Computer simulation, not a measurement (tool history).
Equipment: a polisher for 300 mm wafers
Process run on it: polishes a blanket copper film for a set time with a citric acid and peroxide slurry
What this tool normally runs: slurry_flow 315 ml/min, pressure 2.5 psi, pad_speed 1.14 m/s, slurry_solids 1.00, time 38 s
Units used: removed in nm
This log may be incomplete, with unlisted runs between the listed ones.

run,hour,slurry_flow,pressure,pad_speed,slurry_solids,time,wafers since the last listed run,wafers polished on this pad,hours since the slurry nozzle was cleaned,hours since the head pressure was calibrated,hours since the slurry blender was calibrated,"incoming thickness of the incoming film, nm",removed
1,0.0,315,2.5,1.14,1.00,38,0,1642,467.9,194.0,166.5,1012.5,82.4
# hour 14.6: worn pad replaced by a new one
2,30.6,315,2.5,1.14,1.00,38,401,242,498.5,224.6,197.1,1020.1,81.9
3,47.5,315,2.5,1.14,1.00,38,255,497,515.4,241.5,214.0,1005.6,84.3
4,63.1,315,2.5,1.14,1.00,38,235,732,531.0,257.1,229.6,1015.2,83.1
# hour 79.6: slurry blender recalibrated
5,95.8,340,2.5,1.14,1.00,38,463,1196,563.7,289.8,16.2,1005.1,84.9
6,115.4,340,2.5,1.14,1.00,38,295,1491,583.3,309.4,35.8,1010.1,83.3
# hour 140.4: worn pad replaced by a new one
7,140.9,340,2.5,1.14,1.00,38,324,7,608.8,334.9,61.3,998.8,82.3
8,153.1,315,2.5,1.14,1.00,38,184,191,621.0,347.1,73.5,1012.1,82.7
9,170.3,315,2.3,1.36,1.00,38,259,451,638.2,364.3,90.7,994.5,93.4
10,184.9,315,2.5,1.14,1.00,38,220,671,652.8,378.9,105.3,1015.5,81.6
# hour 192.6: head pressure recalibrated
11,201.9,315,2.5,1.14,1.00,38,226,897,669.8,9.3,122.3,1018.6,93.3
12,219.2,315,2.5,1.14,1.00,38,261,1159,687.1,26.6,139.6,1015.8,93.5
13,245.2,355,2.5,1.14,1.00,38,392,1551,713.1,52.6,165.6,1016.3,95.2
# hour 251.6: worn pad replaced by a new one
# hour 269.1: head pressure recalibrated, repeated, since the last time left the tool worse
14,281.1,355,2.5,1.14,1.00,38,451,414,749.0,12.0,201.5,1018.5,86.6
15,298.6,315,2.5,1.14,1.00,38,264,678,766.5,29.5,219.0,1014.0,85.7
16,314.6,245,1.6,0.90,0.80,38,241,920,782.5,45.5,235.0,1014.3,51.6
17,337.9,315,2.5,1.14,1.00,38,351,1271,805.8,68.8,258.3,1006.5,85.3
# hour 341.5: slurry blender recalibrated
# hour 370.8: worn pad replaced by a new one
18,371.3,315,2.5,1.14,1.00,38,413,7,839.2,102.2,29.8,1024.8,83.5
19,402.2,315,1.8,1.14,1.20,29,466,474,870.1,133.1,60.7,999.3,55.4
# hour 404.3: slurry nozzle cleaned
20,419.8,315,3.3,1.26,1.00,38,250,724,15.5,150.7,78.3,1009.4,108.8
21,439.4,315,2.8,1.46,1.00,49,295,1020,35.1,170.3,97.9,1003.1,147.7
22,453.2,315,2.5,1.14,1.00,28,208,1228,48.9,184.1,111.7,998.9,60.5
# hour 474.2: worn pad replaced by a new one
23,478.4,315,2.5,1.14,0.85,38,319,64,74.1,209.3,136.9,1010.8,81.5
24,504.3,365,1.9,1.14,1.00,38,390,455,100.0,235.2,162.8,1016.4,71.8
25,533.6,315,2.5,1.14,1.00,38,442,897,129.3,264.5,192.1,997.9,82.6
26,546.0,315,2.0,1.54,0.75,30,187,1084,141.7,276.9,204.5,1007.5,74.9
27,563.1,315,2.0,1.14,1.00,48,258,1342,158.8,294.0,221.6,1031.5,91.4
# hour 580.3: worn pad replaced by a new one
28,583.8,405,2.5,1.14,0.80,38,252,52,179.5,314.7,242.3,1008.5,80.7
29,604.4,280,2.5,1.14,0.75,38,310,363,200.1,335.3,262.9,1013.1,78.8

Selected run-to-run steps in removed, each split into two signed amounts: the part the tool would show with no hidden state at all (from settings, incoming material and random variation), and the remainder, which goes to the hidden state together with any gauge scatter not common to the measured and the hidden-state-free results:
Unlogged tool condition in this case: removal rate lost through wear of the pad, %; slurry flow missing at the pad, %; deviation of the head's pressure from its setpoint, %; abrasive missing from the slurry, %.
Run 10 -> 11: head pressure recalibrated. removed +11.7 nm: hidden state +12.0, all else -0.3.
Run 13 -> 14: worn pad replaced by a new one, head pressure recalibrated, repeated, since the last time left the tool worse. removed -8.6 nm: hidden state -7.3, all else -1.3.
Run 19 -> 20: pressure 1.8 -> 3.3, pad_speed 1.14 -> 1.26, slurry_solids 1.20 -> 1.00, time 29 -> 38, slurry nozzle cleaned. removed +53.4 nm: hidden state -2.3, all else +55.7.
Run 21 -> 22: pressure 2.8 -> 2.5, pad_speed 1.46 -> 1.14, time 49 -> 28. removed -87.2 nm: hidden state +3.5, all else -90.7.
